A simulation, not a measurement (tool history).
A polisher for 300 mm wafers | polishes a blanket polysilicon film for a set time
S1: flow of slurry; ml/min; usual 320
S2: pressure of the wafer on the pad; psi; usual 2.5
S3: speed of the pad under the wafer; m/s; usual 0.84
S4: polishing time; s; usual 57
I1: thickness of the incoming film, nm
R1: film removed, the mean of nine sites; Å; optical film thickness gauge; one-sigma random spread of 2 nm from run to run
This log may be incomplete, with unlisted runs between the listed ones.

run	day	S1	S2	S3	S4	I1	R1
1	0.000	240	2.5	0.84	45	1012.4	2487
# day 0.392: worn pad replaced by a new one
2	2.058	240	2.5	0.84	45	1017.7	2475
3	2.417	240	2.5	0.84	45	1012.1	2480
4	2.946	320	2.5	0.84	46	1010.8	2606
5	3.600	320	2.5	0.84	46	1000.8	2621
6	4.296	320	2.5	1.02	57	979.2	3915
7	4.646	320	2.5	1.02	57	995.6	3911
8	5.083	320	2.5	1.02	57	1006.7	3931
9	5.804	320	2.5	0.84	57	1007.4	3235
10	6.188	320	2.5	0.84	57	1018.0	3230
11	6.571	320	2.5	0.84	57	998.7	3257
# day 6.979: worn pad replaced by a new one
12	7.079	320	2.5	0.84	57	999.4	3266
13	7.767	320	2.5	0.84	57	1021.4	3251
14	8.271	260	1.7	0.84	57	1001.4	2157
15	8.638	320	2.5	0.84	57	995.2	3287
16	9.025	320	2.0	0.98	57	985.1	3033
# day 9.646: head pressure recalibrated
17	9.662	320	2.8	0.84	40	991.8	2279
18	10.000	320	2.5	0.84	57	996.8	2845
19	10.692	320	2.5	0.84	46	986.3	2330
20	11.088	365	2.5	0.84	57	985.3	2871
21	11.712	320	2.5	0.84	49	998.0	2444
# day 12.038: slurry nozzle cleaned
22	12.338	395	2.8	1.12	49	1002.8	3872
23	12.721	240	2.8	0.60	47	990.5	1937
# day 13.212: worn pad replaced by a new one
24	14.908	430	3.1	0.84	57	999.1	3755
25	15.179	265	2.8	0.84	57	1015.7	3327
26	15.912	320	2.5	1.02	57	998.9	3588

Forecast each of these 3 alternatives for the next run:
A	15.929	320	2.5	1.08	57	1019.8	?
B	15.929	265	3.2	1.04	71	1019.8	?
C	15.929	405	1.9	0.58	57	1019.8	?

run	R1
A	3771
B	5700
C	1593
The same runs, with their run-to-run variation unchanged, on a tool lacking any hidden condition would have given:
run	R1
A	3806
B	5756
C	1607
